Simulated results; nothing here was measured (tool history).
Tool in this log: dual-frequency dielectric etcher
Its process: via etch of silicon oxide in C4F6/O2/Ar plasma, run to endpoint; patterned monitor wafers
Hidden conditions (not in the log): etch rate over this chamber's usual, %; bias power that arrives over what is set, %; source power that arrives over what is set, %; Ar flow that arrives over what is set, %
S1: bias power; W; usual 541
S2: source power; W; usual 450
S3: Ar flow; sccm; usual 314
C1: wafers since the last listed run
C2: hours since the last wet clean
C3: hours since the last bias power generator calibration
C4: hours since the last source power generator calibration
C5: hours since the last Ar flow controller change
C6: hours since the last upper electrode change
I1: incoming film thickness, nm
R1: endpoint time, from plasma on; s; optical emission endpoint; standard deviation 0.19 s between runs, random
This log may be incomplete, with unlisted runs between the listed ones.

run     day   S1   S2   S3   C1     C2      C3      C4      C5      C6     I1    R1
  1   0.000  541  450  314    0  326.2  1929.2  3886.8  4257.3  1647.0  174.3  39.5
  2   1.296  437  450  314  233  357.3  1960.3  3917.9  4288.4  1678.1  175.8  45.6
  3   2.358  437  450  314  191  382.8  1985.8  3943.4  4313.9  1703.6  176.4  45.8
  4   2.875  541  450  314   93  395.2  1998.2  3955.8  4326.3  1716.0  172.3  39.3
  5   3.383  541  450  314   91  407.4  2010.4  3968.0  4338.5  1728.2  173.7  39.7
  6   3.925  541  450  314   97  420.4  2023.4  3981.0  4351.5  1741.2  176.0  40.5
  7   4.875  541  450  314  171  443.2  2046.2  4003.8  4374.3  1764.0  175.4  40.2
      6.808  -- wet clean of the chamber
  8   6.829  541  450  314  172    0.5  2093.1  4050.7  4421.2  1810.9  174.9  38.7
  9   7.367  541  450  314   96   13.4  2106.0  4063.6  4434.1  1823.8  174.2  38.7
      8.900  -- Ar flow controller replaced
 10   8.921  541  450  314  235   50.7  2143.3  4100.9     0.5  1861.1  173.2  38.7
 11   9.675  541  450  314  135   68.8  2161.4  4119.0    18.6  1879.2  175.6  39.2
 12  10.754  541  450  314  194   94.7  2187.3  4144.9    44.5  1905.1  174.3  38.6
     11.229  -- source power generator calibrated
     11.862  -- upper electrode replaced
 13  12.171  489  400  249  110  128.7  2221.3    22.6    78.5     7.4  174.7  43.3
 14  12.858  541  450  314  123  145.2  2237.8    39.1    95.0    23.9  173.7  39.0
 15  13.617  541  450  351  136  163.4  2256.0    57.3   113.2    42.1  174.7  39.8
 16  14.988  541  450  314  247  196.3  2288.9    90.2   146.1    75.0  173.0  39.3
 17  16.329  541  450  314  241  228.5  2321.1   122.4   178.3   107.2  174.7  39.8
 18  17.812  595  450  314  267  264.1  2356.7   158.0   213.9   142.8  174.3  37.8
 19  18.962  473  520  260  207  291.7  2384.3   185.6   241.5   170.4  173.8  39.8
     19.279  -- bias power generator calibrated
 20  21.079  668  450  275  351  342.5    43.2   236.4   292.3   221.2  174.2  35.1

Run 21 has not been measured yet. What should we expect?
 21  21.888  460  560  314  145  361.9  62.6  255.8  311.7  240.6  174.5   ?

{"run 21": {"R1": 40.4}}
The same run, on a tool lacking any hidden state, would have yielded R1 38.5 s.

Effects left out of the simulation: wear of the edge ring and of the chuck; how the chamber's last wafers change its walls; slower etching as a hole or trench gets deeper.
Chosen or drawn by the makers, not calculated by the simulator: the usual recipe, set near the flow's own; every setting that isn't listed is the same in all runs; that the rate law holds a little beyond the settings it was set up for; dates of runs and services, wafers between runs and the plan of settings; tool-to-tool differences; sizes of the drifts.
